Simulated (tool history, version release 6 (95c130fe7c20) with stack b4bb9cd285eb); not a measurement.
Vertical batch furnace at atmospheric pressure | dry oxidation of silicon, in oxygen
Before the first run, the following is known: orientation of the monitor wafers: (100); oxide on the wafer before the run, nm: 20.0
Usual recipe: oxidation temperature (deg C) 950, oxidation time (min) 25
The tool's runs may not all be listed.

| run | hour | oxidation temperature (deg C) | oxidation time (min) | read-back reference wafer on the same gauge, thickness | oxide thickness on the monitor wafer (Å) |
|---|---|---|---|---|---|
| 1 | 0 | 950 | 25 | 27.3 | 307.4 |
| 2 | 85.9 | 950 | 25 | 27.31 | 307.6 |
| 3 | 181.2 | 939 | 31.5 | 27.29 | 315.9 |
| 4 | 240.6 | 965 | 25 | 27.3 | 324.8 |
| 5 | 335.3 | 965 | 25 | 27.27 | 324.1 |
| 6 | 425.1 | 950 | 25 | 27.29 | 307.5 |
| 7 | 505.7 | 950 | 25 | 27.3 | 306.3 |
| 8 | 575.3 | 950 | 25 | 27.3 | 307.7 |
| 9 | 613.2 | 950 | 21 | 27.28 | 291 |
| 10 | 704.8 | 950 | 21 | 27.3 | 293.3 |
| 11 | 750.4 | 950 | 21 | 27.31 | 292.5 |
| 12 | 835 | 950 | 25 | 27.3 | 308.1 |
| 13 | 934.2 | 950 | 25 | 27.29 | 307.8 |
|  | 1177.3 | thermocouples replaced and temperature profile calibrated |
| 14 | 1177.8 | 950 | 34 | 27.29 | 333.1 |
|  | 1291.6 | boat lift adjusted |
| 15 | 1292.1 | 932 | 30 | 27.3 | 296.1 |
| 16 | 1356.5 | 942 | 37 | 27.29 | 331.3 |
| 17 | 1449.8 | 966 | 29 | 27.29 | 338.6 |
| 18 | 1542.9 | 950 | 25 | 27.31 | 302.1 |
| 19 | 1619.3 | 950 | 25 | 27.29 | 302.6 |
| 20 | 1769.9 | 950 | 13.5 | 27.28 | 259.8 |
| 21 | 1838 | 929 | 30.5 | 27.31 | 294.8 |
| 22 | 1898.4 | 942 | 25 | 27.3 | 293.2 |
|  | 1903.6 | gauge calibrated |
| 23 | 1982.8 | 950 | 25 | 27.3 | 303.8 |
| 24 | 2065.9 | 972 | 25 | 27.3 | 330.2 |
| 25 | 2140.9 | 961 | 25 | 27.3 | 318.1 |
| 26 | 2247.8 | 950 | 25 | 27.31 | 304.4 |
| 27 | 2298.5 | 961 | 13.5 | 27.3 | 269.4 |
| 28 | 2394.3 | 950 | 25 | 27.28 | 305.6 |
| 29 | 2455.6 | 936 | 17 | 27.3 | 262.2 |

Predict each of these 4 candidate next runs independently; none follows another, all start after run 29:
| A | 2460.6 | 975 | 25 | ? | ? |
| B | 2460.6 | 950 | 31.5 | ? | ? |
| C | 2460.6 | 950 | 29.5 | ? | ? |
| D | 2460.6 | 928 | 21 | ? | ? |

| run | read-back reference wafer on the same gauge, thickness | oxide thickness on the monitor wafer (Å) |
|---|---|---|
| A | 27.3 | 334.6 |
| B | 27.3 | 328.8 |
| C | 27.3 | 321.5 |
| D | 27.3 | 267.8 |
What these runs would have given with no unlogged condition in the tool:
| run | oxide thickness on the monitor wafer (Å) |
|---|---|
| A | 330.2 |
| B | 323.3 |
| C | 316.4 |
| D | 264.8 |
